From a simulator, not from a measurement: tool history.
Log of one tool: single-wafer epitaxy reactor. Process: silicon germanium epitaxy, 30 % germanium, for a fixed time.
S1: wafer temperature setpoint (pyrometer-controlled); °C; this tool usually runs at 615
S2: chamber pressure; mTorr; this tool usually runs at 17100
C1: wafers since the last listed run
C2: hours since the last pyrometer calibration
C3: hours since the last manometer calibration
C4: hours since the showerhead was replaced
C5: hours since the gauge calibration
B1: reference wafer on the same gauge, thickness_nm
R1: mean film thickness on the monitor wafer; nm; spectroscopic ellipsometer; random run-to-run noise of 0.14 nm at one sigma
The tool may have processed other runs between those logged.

run   hour   S1     S2    C1      C2      C3      C4     C5      B1      R1
  1      0  615  17100     0   987.7  1996.1  3258.3  259.4  72.302  71.273
  2   13.2  615  17100   313  1000.9  2009.3  3271.5  272.6  72.279   71.58
  3   25.1  615  17100   283  1012.8  2021.2  3283.4  284.5   72.27  71.359
  4   49.2  615  17100   573  1036.9  2045.3  3307.5  308.6  72.331  71.244
  5  101.4  615  17100  1241  1089.1  2097.5  3359.7  360.8  72.305  71.487
  6    113  615  17100   275  1100.7  2109.1  3371.3  372.4  72.333  71.186
     126.2  -- pyrometer calibrated
  7  126.7  615  17100   135     0.5  2122.8    3385  386.1  72.322  69.694
     141.8  -- showerhead replaced
  8  142.3  615  17100   180    16.1  2138.4     0.5  401.7  72.328  69.666
     150.6  -- capacitance manometer re-zeroed and calibrated
  9  151.1  615  18400    19    24.9     0.5     9.3  410.5   72.28  74.396
 10  154.4  615  18400    78    28.2     3.8    12.6  413.8  72.306  74.743
 11  169.3  615  18400   354    43.1    18.7    27.5  428.7  72.306    74.6
 12  175.8  615  17100   154    49.6    25.2      34  435.2   72.27  72.294
 13  193.2  615  17100   413      67    42.6    51.4  452.6   72.31  72.528
 14  208.3  626  21000   359    82.1    57.7    66.5  467.7  72.315  95.138
 15  261.6  629  17100  1267   135.4     111   119.8    521  72.299   91.37
 16  267.9  602  20800   149   141.7   117.3   126.1  527.3  72.287    64.2
 17  281.2  615  14500   316     155   130.6   139.4  540.6  72.284  67.552
 18  294.8  625  13900   323   168.6   144.2     153  554.2  72.298  77.543
 19    310  602  20800   361   183.8   159.4   168.2  569.4  72.296  64.277
 20  317.4  615  19200   176   191.2   166.8   175.6  576.8  72.307  77.298
     319.3  -- gauge calibrated
 21  325.9  627  15500   202   199.7   175.3   184.1    6.6  72.277  84.974
 22  341.5  615  13500   371   215.3   190.9   199.7   22.2  72.287  65.513
 23    352  615  17100   249   225.8   201.4   210.2   32.7  72.312  73.291
 24  359.1  615  13800   168   232.9   208.5   217.3   39.8  72.297  66.172
 25  376.8  615  17100   421   250.6   226.2     235   57.5  72.299  73.398
 26    400  608  13100   551   273.8   249.4   258.2   80.7  72.322  57.842
 27  417.8  615  17100   423   291.6   267.2     276   98.5  72.288   73.46
 28  435.1  615  17100   411   308.9   284.5   293.3  115.8  72.279  73.379
 29  452.3  608  15700   409   326.1   301.7   310.5    133  72.267  62.708
 30  464.5  604  17100   290   338.3   313.9   322.7  145.2  72.324  61.235
 31  478.9  615  17100   342   352.7   328.3   337.1  159.6  72.306  73.816
 32  487.5  620  17100   204   361.3   336.9   345.7  168.2  72.299   79.59
 33  499.4  615  17100   283   373.2   348.8   357.6  180.1  72.296   73.51
 34  516.8  629  18900   413   390.6   366.2     375  197.5  72.321  96.606

Predict each of these 5 candidate next runs independently; none follows another, all start after run 34:
  A  517.2  615  17100   9  391  366.6  375.4  197.9   ?   ?
  B  517.2  623  20300   9  391  366.6  375.4  197.9   ?   ?
  C  517.2  615  16000   9  391  366.6  375.4  197.9   ?   ?
  D  517.2  621  20000   9  391  366.6  375.4  197.9   ?   ?
  E  517.2  606  19700   9  391  366.6  375.4  197.9   ?   ?

run     B1      R1
  A  72.27  73.314
  B  72.27  90.236
  C  72.27  71.098
  D  72.27  86.789
  E  72.27  67.384
Take away the tool's hidden state, keep each run's random variation, and the runs would have read:
run      R1
  A  71.581
  B  88.138
  C  69.418
  D  84.763
  E  65.762
